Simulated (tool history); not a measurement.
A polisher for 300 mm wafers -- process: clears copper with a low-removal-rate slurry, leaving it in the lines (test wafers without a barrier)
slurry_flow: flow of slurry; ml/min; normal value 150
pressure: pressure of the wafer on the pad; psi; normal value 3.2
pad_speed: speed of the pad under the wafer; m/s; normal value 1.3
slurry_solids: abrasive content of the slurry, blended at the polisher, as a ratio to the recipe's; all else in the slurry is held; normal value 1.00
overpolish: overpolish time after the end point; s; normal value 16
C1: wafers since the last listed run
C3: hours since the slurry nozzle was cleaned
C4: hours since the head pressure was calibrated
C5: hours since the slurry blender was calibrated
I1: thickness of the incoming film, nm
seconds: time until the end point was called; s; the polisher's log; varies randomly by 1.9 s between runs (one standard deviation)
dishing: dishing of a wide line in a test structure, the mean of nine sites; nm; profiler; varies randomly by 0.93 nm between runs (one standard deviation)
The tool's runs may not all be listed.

Run 1, hour 0.0: usual settings but pressure 2.6 psi; C1 0; wafers polished on this pad 1449; C3 15.3; C4 161.8; C5 7.6; I1 491.8. Result: seconds 118.8 s, dishing 42.0 nm.
At hour 43.5: worn pad replaced by a new one.
Run 2, hour 44.0: usual settings but pressure 2.6 psi; C1 289; wafers polished on this pad 3; C3 59.3; C4 205.8; C5 51.6; I1 501.5. Result: seconds 113.8 s, dishing 44.0 nm.
Run 3, hour 77.8: usual settings but pressure 2.6 psi; C1 244; wafers polished on this pad 248; C3 93.1; C4 239.6; C5 85.4; I1 495.2. Result: seconds 114.3 s, dishing 43.6 nm.
Run 4, hour 159.7: usual settings; C1 592; wafers polished on this pad 840; C3 175.0; C4 321.5; C5 167.3; I1 498.9. Result: seconds 94.6 s, dishing 49.8 nm.
Run 5, hour 261.8: usual settings; C1 738; wafers polished on this pad 1579; C3 277.1; C4 423.6; C5 269.4; I1 499.4. Result: seconds 97.2 s, dishing 49.9 nm.
At hour 268.8: worn pad replaced by a new one.
Run 6, hour 313.6: usual settings; C1 345; wafers polished on this pad 324; C3 328.9; C4 475.4; C5 321.2; I1 505.3. Result: seconds 98.1 s, dishing 51.0 nm.
At hour 352.4: slurry blender recalibrated.
Run 7, hour 368.8: usual settings but slurry_solids 0.90; C1 384; wafers polished on this pad 708; C3 384.1; C4 530.6; C5 16.4; I1 508.4. Result: seconds 101.8 s, dishing 51.2 nm.
Run 8, hour 443.4: usual settings but overpolish 18 s; C1 539; wafers polished on this pad 1248; C3 458.7; C4 605.2; C5 91.0; I1 503.1. Result: seconds 96.2 s, dishing 56.7 nm.
At hour 512.7: worn pad replaced by a new one.
Run 9, hour 546.5: usual settings but pressure 4.1 psi, slurry_solids 0.85; C1 716; wafers polished on this pad 244; C3 561.8; C4 708.3; C5 194.1; I1 510.2. Result: seconds 75.4 s, dishing 62.2 nm.
Run 10, hour 588.1: usual settings but overpolish 23 s; C1 300; wafers polished on this pad 545; C3 603.4; C4 749.9; C5 235.7; I1 502.5. Result: seconds 93.1 s, dishing 65.8 nm.
At hour 689.3: slurry blender recalibrated.
Run 11, hour 693.4: usual settings but pressure 4.0 psi; C1 747; wafers polished on this pad 1292; C3 708.7; C4 855.2; C5 4.1; I1 497.9. Result: seconds 74.8 s, dishing 60.9 nm.
Run 12, hour 735.4: usual settings; C1 303; wafers polished on this pad 1596; C3 750.7; C4 897.2; C5 46.1; I1 500.3. Result: seconds 95.8 s, dishing 50.5 nm.
At hour 754.0: slurry nozzle cleaned.
At hour 755.8: worn pad replaced by a new one.
Run 13, hour 789.3: usual settings; C1 369; wafers polished on this pad 242; C3 35.3; C4 951.1; C5 100.0; I1 497.9. Result: seconds 98.3 s, dishing 52.3 nm.
Run 14, hour 835.4: usual settings but pressure 2.8 psi, slurry_solids 1.15; C1 333; wafers polished on this pad 575; C3 81.4; C4 997.2; C5 146.1; I1 502.3. Result: seconds 107.1 s, dishing 46.6 nm.
At hour 861.1: head pressure recalibrated.
Run 15, hour 895.2: usual settings but slurry_solids 1.10; C1 418; wafers polished on this pad 993; C3 141.2; C4 34.1; C5 205.9; I1 499.4. Result: seconds 95.2 s, dishing 50.9 nm.
At hour 983.1: worn pad replaced by a new one.
At hour 1045.4: slurry blender recalibrated.
Run 16, hour 1049.2: usual settings but pressure 3.8 psi; C1 1070; wafers polished on this pad 463; C3 295.2; C4 188.1; C5 3.8; I1 496.8. Result: seconds 79.9 s, dishing 60.0 nm.
Run 17, hour 1146.7: usual settings but pressure 2.7 psi, pad_speed 1.1 m/s, slurry_solids 0.90, overpolish 8 s; C1 705; wafers polished on this pad 1169; C3 392.7; C4 285.6; C5 101.3; I1 495.0. Result: seconds 132.6 s, dishing 20.5 nm.

List, for all runs, the conditions of the tool that the log does not record:
removal rate lost through wear of the pad, %: 0 at every run
slurry flow missing at the pad, %: 0 at every run
deviation of the head's pressure from its setpoint, %: 0 at every run
abrasive missing from the slurry, %: 0 at every run
